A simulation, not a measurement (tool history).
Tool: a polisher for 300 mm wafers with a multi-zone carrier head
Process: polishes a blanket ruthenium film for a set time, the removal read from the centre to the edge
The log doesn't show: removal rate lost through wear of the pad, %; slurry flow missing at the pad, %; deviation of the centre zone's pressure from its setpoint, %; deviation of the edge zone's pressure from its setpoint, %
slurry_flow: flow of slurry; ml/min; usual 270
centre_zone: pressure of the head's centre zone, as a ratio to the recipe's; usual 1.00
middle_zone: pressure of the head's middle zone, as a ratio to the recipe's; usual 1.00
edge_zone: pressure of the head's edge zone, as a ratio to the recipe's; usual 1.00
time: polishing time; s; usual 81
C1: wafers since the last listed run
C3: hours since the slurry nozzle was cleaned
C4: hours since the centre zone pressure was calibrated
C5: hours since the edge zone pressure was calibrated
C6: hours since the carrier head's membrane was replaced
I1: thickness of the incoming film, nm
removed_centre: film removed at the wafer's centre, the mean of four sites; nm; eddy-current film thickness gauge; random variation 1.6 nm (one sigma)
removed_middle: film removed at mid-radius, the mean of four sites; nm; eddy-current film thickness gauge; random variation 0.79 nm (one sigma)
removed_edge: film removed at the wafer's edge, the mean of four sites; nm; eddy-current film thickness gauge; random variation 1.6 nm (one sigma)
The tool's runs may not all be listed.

{"run": 1, "hour": 0.0, "slurry_flow": 270, "centre_zone": 1.0, "middle_zone": 1.0, "edge_zone": 1.0, "time": 81, "C1": 0, "wafers polished on this pad": 2855, "C3": 500.5, "C4": 212.1, "C5": 286.0, "C6": 1725.4, "I1": 435.2, "removed_centre": 116.1, "removed_middle": 116.7, "removed_edge": 115.7}
{"hour": 4.1, "done": "worn pad replaced by a new one"}
{"run": 2, "hour": 28.5, "slurry_flow": 270, "centre_zone": 1.0, "middle_zone": 1.0, "edge_zone": 1.0, "time": 81, "C1": 244, "wafers polished on this pad": 243, "C3": 529.0, "C4": 240.6, "C5": 314.5, "C6": 1753.9, "I1": 435.5, "removed_centre": 120.2, "removed_middle": 116.4, "removed_edge": 118.6}
{"hour": 63.4, "done": "slurry nozzle cleaned"}
{"run": 3, "hour": 204.5, "slurry_flow": 270, "centre_zone": 1.0, "middle_zone": 1.0, "edge_zone": 1.0, "time": 81, "C1": 1747, "wafers polished on this pad": 1990, "C3": 141.1, "C4": 416.6, "C5": 490.5, "C6": 1929.9, "I1": 427.4, "removed_centre": 118.2, "removed_middle": 116.3, "removed_edge": 120.8}
{"run": 4, "hour": 275.3, "slurry_flow": 270, "centre_zone": 1.0, "middle_zone": 1.0, "edge_zone": 1.0, "time": 81, "C1": 706, "wafers polished on this pad": 2697, "C3": 211.9, "C4": 487.4, "C5": 561.3, "C6": 2000.7, "I1": 430.6, "removed_centre": 119.4, "removed_middle": 117.0, "removed_edge": 118.9}
{"hour": 295.4, "done": "worn pad replaced by a new one"}
{"run": 5, "hour": 325.6, "slurry_flow": 245, "centre_zone": 0.92, "middle_zone": 1.0, "edge_zone": 1.0, "time": 81, "C1": 462, "wafers polished on this pad": 301, "C3": 262.2, "C4": 537.7, "C5": 611.6, "C6": 2051.0, "I1": 429.4, "removed_centre": 108.1, "removed_middle": 113.3, "removed_edge": 121.0}
{"hour": 333.8, "done": "centre zone pressure recalibrated"}
{"hour": 334.4, "done": "edge zone pressure recalibrated"}
{"hour": 342.5, "done": "carrier head's membrane replaced by a new one"}
{"run": 6, "hour": 363.9, "slurry_flow": 270, "centre_zone": 1.0, "middle_zone": 1.0, "edge_zone": 0.93, "time": 81, "C1": 306, "wafers polished on this pad": 608, "C3": 300.5, "C4": 30.1, "C5": 29.5, "C6": 21.4, "I1": 423.5, "removed_centre": 119.4, "removed_middle": 116.0, "removed_edge": 115.5}
{"run": 7, "hour": 426.5, "slurry_flow": 270, "centre_zone": 1.0, "middle_zone": 1.0, "edge_zone": 0.91, "time": 81, "C1": 625, "wafers polished on this pad": 1233, "C3": 363.1, "C4": 92.7, "C5": 92.1, "C6": 84.0, "I1": 424.5, "removed_centre": 119.1, "removed_middle": 115.1, "removed_edge": 114.3}
{"run": 8, "hour": 487.6, "slurry_flow": 270, "centre_zone": 1.0, "middle_zone": 1.0, "edge_zone": 0.91, "time": 81, "C1": 610, "wafers polished on this pad": 1843, "C3": 424.2, "C4": 153.8, "C5": 153.2, "C6": 145.1, "I1": 434.0, "removed_centre": 117.7, "removed_middle": 116.1, "removed_edge": 115.4}
{"run": 9, "hour": 511.9, "slurry_flow": 270, "centre_zone": 1.0, "middle_zone": 1.0, "edge_zone": 0.91, "time": 81, "C1": 242, "wafers polished on this pad": 2086, "C3": 448.5, "C4": 178.1, "C5": 177.5, "C6": 169.4, "I1": 428.8, "removed_centre": 115.1, "removed_middle": 116.3, "removed_edge": 113.7}
{"run": 10, "hour": 547.1, "slurry_flow": 330, "centre_zone": 0.89, "middle_zone": 0.92, "edge_zone": 1.0, "time": 81, "C1": 351, "wafers polished on this pad": 2438, "C3": 483.7, "C4": 213.3, "C5": 212.7, "C6": 204.6, "I1": 425.1, "removed_centre": 108.5, "removed_middle": 110.9, "removed_edge": 119.5}
{"hour": 608.7, "done": "worn pad replaced by a new one"}
{"run": 11, "hour": 611.7, "slurry_flow": 270, "centre_zone": 1.0, "middle_zone": 0.91, "edge_zone": 1.0, "time": 100, "C1": 605, "wafers polished on this pad": 30, "C3": 548.3, "C4": 277.9, "C5": 277.3, "C6": 269.2, "I1": 433.0, "removed_centre": 144.5, "removed_middle": 132.2, "removed_edge": 149.9}
{"run": 12, "hour": 653.8, "slurry_flow": 330, "centre_zone": 1.0, "middle_zone": 1.0, "edge_zone": 1.0, "time": 81, "C1": 420, "wafers polished on this pad": 450, "C3": 590.4, "C4": 320.0, "C5": 319.4, "C6": 311.3, "I1": 427.1, "removed_centre": 122.6, "removed_middle": 119.6, "removed_edge": 120.6}
{"hour": 668.1, "done": "slurry nozzle cleaned"}
{"run": 13, "hour": 699.5, "slurry_flow": 270, "centre_zone": 1.0, "middle_zone": 1.0, "edge_zone": 1.0, "time": 81, "C1": 446, "wafers polished on this pad": 897, "C3": 31.4, "C4": 365.7, "C5": 365.1, "C6": 357.0, "I1": 428.0, "removed_centre": 118.0, "removed_middle": 117.1, "removed_edge": 119.6}
{"run": 14, "hour": 734.7, "slurry_flow": 270, "centre_zone": 0.95, "middle_zone": 1.0, "edge_zone": 1.0, "time": 74, "C1": 351, "wafers polished on this pad": 1248, "C3": 66.6, "C4": 400.9, "C5": 400.3, "C6": 392.2, "I1": 439.3, "removed_centre": 102.8, "removed_middle": 105.2, "removed_edge": 111.9}
{"run": 15, "hour": 776.2, "slurry_flow": 270, "centre_zone": 0.9, "middle_zone": 1.05, "edge_zone": 1.0, "time": 81, "C1": 414, "wafers polished on this pad": 1662, "C3": 108.1, "C4": 442.4, "C5": 441.8, "C6": 433.7, "I1": 426.2, "removed_centre": 104.8, "removed_middle": 121.9, "removed_edge": 120.5}
{"run": 16, "hour": 842.8, "slurry_flow": 270, "centre_zone": 1.0, "middle_zone": 0.9, "edge_zone": 0.94, "time": 81, "C1": 664, "wafers polished on this pad": 2327, "C3": 174.7, "C4": 509.0, "C5": 508.4, "C6": 500.3, "I1": 435.4, "removed_centre": 120.2, "removed_middle": 106.5, "removed_edge": 116.2}
{"hour": 891.1, "done": "worn pad replaced by a new one"}
{"run": 17, "hour": 903.5, "slurry_flow": 270, "centre_zone": 1.0, "middle_zone": 1.0, "edge_zone": 1.0, "time": 89, "C1": 566, "wafers polished on this pad": 124, "C3": 235.4, "C4": 569.7, "C5": 569.1, "C6": 561.0, "I1": 435.5, "removed_centre": 131.0, "removed_middle": 128.1, "removed_edge": 128.7}
{"hour": 909.1, "done": "edge zone pressure recalibrated"}
{"hour": 940.7, "done": "centre zone pressure recalibrated"}
{"run": 18, "hour": 974.7, "slurry_flow": 270, "centre_zone": 1.0, "middle_zone": 1.0, "edge_zone": 1.0, "time": 81, "C1": 670, "wafers polished on this pad": 795, "C3": 306.6, "C4": 34.0, "C5": 65.6, "C6": 632.2, "I1": 426.9, "removed_centre": 118.5, "removed_middle": 117.1, "removed_edge": 119.2}
{"run": 19, "hour": 1024.4, "slurry_flow": 270, "centre_zone": 1.0, "middle_zone": 0.93, "edge_zone": 1.12, "time": 81, "C1": 496, "wafers polished on this pad": 1291, "C3": 356.3, "C4": 83.7, "C5": 115.3, "C6": 681.9, "I1": 436.3, "removed_centre": 115.9, "removed_middle": 110.7, "removed_edge": 126.2}
{"run": 20, "hour": 1080.0, "slurry_flow": 270, "centre_zone": 1.0, "middle_zone": 1.0, "edge_zone": 1.0, "time": 81, "C1": 555, "wafers polished on this pad": 1846, "C3": 411.9, "C4": 139.3, "C5": 170.9, "C6": 737.5, "I1": 428.2, "removed_centre": 116.6, "removed_middle": 116.5, "removed_edge": 119.7}
{"run": 21, "hour": 1128.5, "slurry_flow": 270, "centre_zone": 1.0, "middle_zone": 0.92, "edge_zone": 1.0, "time": 91, "C1": 484, "wafers polished on this pad": 2330, "C3": 460.4, "C4": 187.8, "C5": 219.4, "C6": 786.0, "I1": 434.9, "removed_centre": 134.6, "removed_middle": 122.8, "removed_edge": 135.2}
{"run": 22, "hour": 1155.8, "slurry_flow": 270, "centre_zone": 1.05, "middle_zone": 1.0, "edge_zone": 1.0, "time": 81, "C1": 272, "wafers polished on this pad": 2603, "C3": 487.7, "C4": 215.1, "C5": 246.7, "C6": 813.3, "I1": 429.5, "removed_centre": 123.7, "removed_middle": 116.6, "removed_edge": 119.0}
{"hour": 1162.4, "done": "worn pad replaced by a new one"}
{"run": 23, "hour": 1196.7, "slurry_flow": 270, "centre_zone": 0.94, "middle_zone": 1.11, "edge_zone": 1.0, "time": 81, "C1": 368, "wafers polished on this pad": 342, "C3": 528.6, "C4": 256.0, "C5": 287.6, "C6": 854.2, "I1": 428.6, "removed_centre": 111.1, "removed_middle": 125.6, "removed_edge": 119.4}

What the log doesn't show, run by run:
removal rate lost through wear of the pad, %: 0 in every run
slurry flow missing at the pad, %: 0 in every run
deviation of the centre zone's pressure from its setpoint, %: 0 in every run
deviation of the edge zone's pressure from its setpoint, %: 0 in every run
